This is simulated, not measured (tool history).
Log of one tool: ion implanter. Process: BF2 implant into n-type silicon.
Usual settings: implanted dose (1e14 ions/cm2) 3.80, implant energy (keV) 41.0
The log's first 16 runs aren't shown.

run,hour,implanted dose (1e14 ions/cm2),implant energy (keV),wafers since the last listed run,hours since the last dose calibration,hours since the extraction supply was calibrated,hours since the gauge calibration,"read-back reference wafer on the same gauge, sheet resistance",sheet resistance of the implanted and annealed layer (ohm/square)
17,249.2,3.80,41.0,338,53.7,6845.2,835.7,279.25,277.41
18,265.8,3.80,41.0,584,70.3,6861.8,852.3,279.65,276.26
# hour 271.9: gauge calibrated
19,280.0,3.80,41.0,500,84.5,6876.0,8.1,278.99,274.59
# hour 319.1: extraction supply calibrated
20,319.6,4.76,41.0,1112,124.1,0.5,47.7,279.51,227.13
21,324.4,3.80,50.0,169,128.9,5.3,52.5,278.75,272.80
22,331.0,2.95,41.0,232,135.5,11.9,59.1,279.47,347.05
23,348.8,4.77,32.5,626,153.3,29.7,76.9,278.74,233.25
24,355.8,3.80,41.0,246,160.3,36.7,83.9,278.82,276.76
25,371.4,4.38,27.5,549,175.9,52.3,99.5,279.12,256.05
26,387.0,4.92,41.0,549,191.5,67.9,115.1,278.63,221.86
27,394.3,4.51,45.0,257,198.8,75.2,122.4,279.19,238.12
28,403.3,3.80,41.0,316,207.8,84.2,131.4,278.42,280.92
29,418.4,2.93,29.5,531,222.9,99.3,146.5,278.89,358.85
30,431.7,2.78,33.0,468,236.2,112.6,159.8,278.70,367.33
31,440.3,4.11,50.5,302,244.8,121.2,168.4,279.15,256.41
32,453.0,3.80,36.0,447,257.5,133.9,181.1,279.01,282.85
33,469.1,3.80,41.0,567,273.6,150.0,197.2,279.50,279.14
34,502.0,3.80,41.0,1158,306.5,182.9,230.1,278.44,278.82
35,512.4,3.41,32.5,366,316.9,193.3,240.5,279.13,312.58
36,526.9,4.23,47.0,510,331.4,207.8,255.0,278.48,253.89
37,533.5,4.22,46.0,232,338.0,214.4,261.6,279.64,251.57
38,546.1,4.44,53.0,443,350.6,227.0,274.2,278.91,240.58

Forecast each of these 3 alternatives for the next run:
A,546.5,3.32,41.0,14,351.0,227.4,274.6,?,?
B,546.5,3.80,34.0,14,351.0,227.4,274.6,?,?
C,546.5,2.76,45.0,14,351.0,227.4,274.6,?,?

run,"read-back reference wafer on the same gauge, sheet resistance",sheet resistance of the implanted and annealed layer (ohm/square)
A,278.91,314.97
B,278.91,284.58
C,278.91,365.58
Without the tool's hidden state the same runs would have given:
run,sheet resistance of the implanted and annealed layer (ohm/square)
A,313.08
B,282.89
C,363.48

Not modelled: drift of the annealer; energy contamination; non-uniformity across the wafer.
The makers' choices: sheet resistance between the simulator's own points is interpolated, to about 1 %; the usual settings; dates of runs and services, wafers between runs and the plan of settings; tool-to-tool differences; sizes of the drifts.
